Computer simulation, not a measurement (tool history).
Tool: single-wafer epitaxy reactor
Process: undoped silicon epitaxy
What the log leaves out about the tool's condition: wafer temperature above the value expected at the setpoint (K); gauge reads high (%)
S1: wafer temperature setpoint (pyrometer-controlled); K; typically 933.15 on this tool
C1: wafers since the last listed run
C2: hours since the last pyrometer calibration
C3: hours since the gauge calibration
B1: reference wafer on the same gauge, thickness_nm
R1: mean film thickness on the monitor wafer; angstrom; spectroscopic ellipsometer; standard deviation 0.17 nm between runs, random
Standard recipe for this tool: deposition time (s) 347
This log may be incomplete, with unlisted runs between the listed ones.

run 1 hour=0.0 | S1=933.15 deposition_time_(s)=347 | C1=0 C2=1892.2 C3=35.9 | B1=70.428 | R1=636.03
run 2 hour=10.5 | S1=933.15 deposition_time_(s)=347 | C1=60 C2=1902.7 C3=46.4 | B1=70.386 | R1=633.10
run 3 hour=16.8 | S1=933.15 deposition_time_(s)=347 | C1=36 C2=1909.0 C3=52.7 | B1=70.400 | R1=635.10
run 4 hour=30.8 | S1=933.15 deposition_time_(s)=347 | C1=80 C2=1923.0 C3=66.7 | B1=70.404 | R1=632.44
run 5 hour=42.9 | S1=933.15 deposition_time_(s)=347 | C1=69 C2=1935.1 C3=78.8 | B1=70.448 | R1=630.38
run 6 hour=53.2 | S1=933.15 deposition_time_(s)=347 | C1=58 C2=1945.4 C3=89.1 | B1=70.402 | R1=631.65
run 7 hour=65.5 | S1=929.15 deposition_time_(s)=347 | C1=70 C2=1957.7 C3=101.4 | B1=70.430 | R1=583.53
run 8 hour=78.4 | S1=933.15 deposition_time_(s)=309 | C1=73 C2=1970.6 C3=114.3 | B1=70.420 | R1=558.84
run 9 hour=90.2 | S1=925.15 deposition_time_(s)=384 | C1=67 C2=1982.4 C3=126.1 | B1=70.394 | R1=595.57
run 10 hour=97.1 | S1=933.15 deposition_time_(s)=299 | C1=39 C2=1989.3 C3=133.0 | B1=70.384 | R1=540.86
-- hour=97.9 gauge calibrated
run 11 hour=104.7 | S1=942.15 deposition_time_(s)=312 | C1=43 C2=1996.9 C3=6.8 | B1=70.422 | R1=668.71
run 12 hour=112.8 | S1=933.15 deposition_time_(s)=279 | C1=46 C2=2005.0 C3=14.9 | B1=70.403 | R1=505.60

What does the tool deliver on the next run?
run 13 hour=123.0 | S1=940.15 deposition_time_(s)=388 | C1=58 C2=2015.2 C3=25.1 | B1=? | R1=?

B1: 70.373
R1: 801.47 angstrom
The same run, on a tool lacking any hidden state, would have yielded R1 915.40 angstrom.
